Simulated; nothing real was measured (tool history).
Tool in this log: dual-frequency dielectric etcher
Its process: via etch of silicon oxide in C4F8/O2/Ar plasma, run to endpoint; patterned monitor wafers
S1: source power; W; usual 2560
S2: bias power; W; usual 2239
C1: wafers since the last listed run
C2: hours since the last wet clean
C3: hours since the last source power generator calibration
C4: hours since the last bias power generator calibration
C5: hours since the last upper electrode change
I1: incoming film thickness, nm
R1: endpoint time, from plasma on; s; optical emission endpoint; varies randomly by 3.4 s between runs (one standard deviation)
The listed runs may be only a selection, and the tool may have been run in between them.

| run | hour | S1 | S2 | C1 | C2 | C3 | C4 | C5 | I1 | R1 |
|---|---|---|---|---|---|---|---|---|---|---|
| 1 | 0.0 | 2930 | 2072 | 0 | 325.8 | 1825.8 | 1912.2 | 4468.3 | 2246.0 | 343.2 |
| 2 | 71.9 | 2930 | 2072 | 264 | 397.7 | 1897.7 | 1984.1 | 4540.2 | 2263.5 | 346.2 |
|  | 115.2 | wet clean of the chamber |
| 3 | 135.1 | 2560 | 2239 | 144 | 19.9 | 1960.9 | 2047.3 | 4603.4 | 2236.5 | 378.9 |
| 4 | 170.8 | 2560 | 2239 | 131 | 55.6 | 1996.6 | 2083.0 | 4639.1 | 2234.3 | 376.4 |
| 5 | 228.8 | 2560 | 2239 | 213 | 113.6 | 2054.6 | 2141.0 | 4697.1 | 2251.9 | 377.4 |
| 6 | 258.4 | 2560 | 2584 | 109 | 143.2 | 2084.2 | 2170.6 | 4726.7 | 2232.9 | 368.1 |
| 7 | 338.2 | 2560 | 2061 | 293 | 223.0 | 2164.0 | 2250.4 | 4806.5 | 2265.9 | 371.9 |
| 8 | 402.9 | 2560 | 2061 | 238 | 287.7 | 2228.7 | 2315.1 | 4871.2 | 2229.4 | 372.9 |
|  | 445.4 | source power generator calibrated |
| 9 | 447.9 | 2560 | 2061 | 150 | 332.7 | 2.5 | 2360.1 | 4916.2 | 2248.0 | 371.0 |
|  | 464.0 | bias power generator calibrated |
| 10 | 506.5 | 2560 | 2239 | 201 | 391.3 | 61.1 | 42.5 | 4974.8 | 2251.5 | 361.3 |
|  | 537.4 | wet clean of the chamber |
|  | 542.3 | upper electrode replaced, of another model than before |
| 11 | 542.8 | 2560 | 2239 | 27 | 5.4 | 97.4 | 78.8 | 0.5 | 2242.3 | 384.9 |
| 12 | 610.6 | 2800 | 2722 | 249 | 73.2 | 165.2 | 146.6 | 68.3 | 2241.6 | 340.8 |
| 13 | 636.5 | 2560 | 1879 | 95 | 99.1 | 191.1 | 172.5 | 94.2 | 2245.4 | 391.8 |
| 14 | 666.3 | 2010 | 1722 | 109 | 128.9 | 220.9 | 202.3 | 124.0 | 2259.2 | 456.9 |
| 15 | 716.1 | 2560 | 2239 | 183 | 178.7 | 270.7 | 252.1 | 173.8 | 2271.9 | 380.3 |
| 16 | 767.9 | 2560 | 2239 | 190 | 230.5 | 322.5 | 303.9 | 225.6 | 2272.1 | 371.7 |
| 17 | 826.4 | 2560 | 2239 | 215 | 289.0 | 381.0 | 362.4 | 284.1 | 2266.3 | 374.0 |
| 18 | 869.9 | 2560 | 2088 | 160 | 332.5 | 424.5 | 405.9 | 327.6 | 2251.7 | 366.5 |
|  | 964.3 | wet clean of the chamber |
| 19 | 964.8 | 2560 | 2493 | 261 | 0.5 | 519.4 | 500.8 | 422.5 | 2271.5 | 382.7 |
| 20 | 1070.1 | 3190 | 1776 | 387 | 105.8 | 624.7 | 606.1 | 527.8 | 2253.2 | 368.4 |
| 21 | 1140.3 | 1960 | 1830 | 258 | 176.0 | 694.9 | 676.3 | 598.0 | 2267.7 | 452.6 |
| 22 | 1180.6 | 1960 | 1830 | 148 | 216.3 | 735.2 | 716.6 | 638.3 | 2235.2 | 440.9 |
| 23 | 1245.7 | 1970 | 2383 | 239 | 281.4 | 800.3 | 781.7 | 703.4 | 2263.6 | 415.3 |

Alternative continuations, all from the tool just after run 23; predict every row:
| A | 1246.2 | 2560 | 2239 | 1 | 281.9 | 800.8 | 782.2 | 703.9 | 2244.9 | ? |
| B | 1246.2 | 2370 | 2796 | 1 | 281.9 | 800.8 | 782.2 | 703.9 | 2244.9 | ? |
| C | 1246.2 | 2560 | 2484 | 1 | 281.9 | 800.8 | 782.2 | 703.9 | 2244.9 | ? |
| D | 1246.2 | 2210 | 2543 | 1 | 281.9 | 800.8 | 782.2 | 703.9 | 2244.9 | ? |

| run | R1 |
|---|---|
| A | 367.5 |
| B | 360.2 |
| C | 358.4 |
| D | 381.1 |
The same runs, with their run-to-run variation unchanged, on a tool lacking any hidden condition would have given:
| run | R1 |
|---|---|
| A | 378.3 |
| B | 370.8 |
| C | 368.9 |
| D | 392.2 |

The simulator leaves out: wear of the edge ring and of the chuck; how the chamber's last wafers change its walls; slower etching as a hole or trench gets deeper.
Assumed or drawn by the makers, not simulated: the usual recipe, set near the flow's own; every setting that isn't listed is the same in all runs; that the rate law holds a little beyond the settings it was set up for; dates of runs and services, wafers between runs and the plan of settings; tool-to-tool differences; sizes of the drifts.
